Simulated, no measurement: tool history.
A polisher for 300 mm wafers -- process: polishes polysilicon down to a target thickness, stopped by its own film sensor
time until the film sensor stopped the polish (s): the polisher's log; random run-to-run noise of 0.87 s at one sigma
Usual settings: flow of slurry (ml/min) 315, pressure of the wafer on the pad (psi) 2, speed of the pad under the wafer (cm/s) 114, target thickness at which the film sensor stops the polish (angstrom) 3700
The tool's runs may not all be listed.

run   hour  flow of slurry (ml/min)  pressure of the wafer on the pad (psi)  speed of the pad under the wafer (cm/s)  target thickness at which the film sensor stops the polish (angstrom)  incoming thickness of the incoming film, nm  time until the film sensor stopped the polish (s)
  1      0                      385                                       2                                      114                                                                   3700                                        835.3                                               87.8
  2     19                      315                                       2                                      114                                                                   3700                                        858.3                                               93.8
      66.9  -- worn pad replaced by a new one
  3   74.2                      315                                       2                                      114                                                                   3700                                        835.6                                               88.8
  4  104.4                      315                                       2                                      114                                                                   3700                                        853.4                                               94.4
  5  120.8                      315                                       2                                      114                                                                   3700                                        833.7                                               91.9
       138  -- head pressure recalibrated
     138.2  -- worn pad replaced by a new one
     140.5  -- slurry nozzle cleaned
  6  145.4                      315                                       2                                      114                                                                   3700                                        836.5                                                 89
  7  164.4                      315                                       2                                      114                                                                   3700                                        851.6                                               91.9

Run 8 has not been measured yet. What should we expect?
  8  187.6                      420                                       2                                      114                                                                   3700                                        838.9                                                  ?

time until the film sensor stopped the polish (s): 92.1
With no hidden state in the tool, this same run would have given time until the film sensor stopped the polish (s) 88.3.
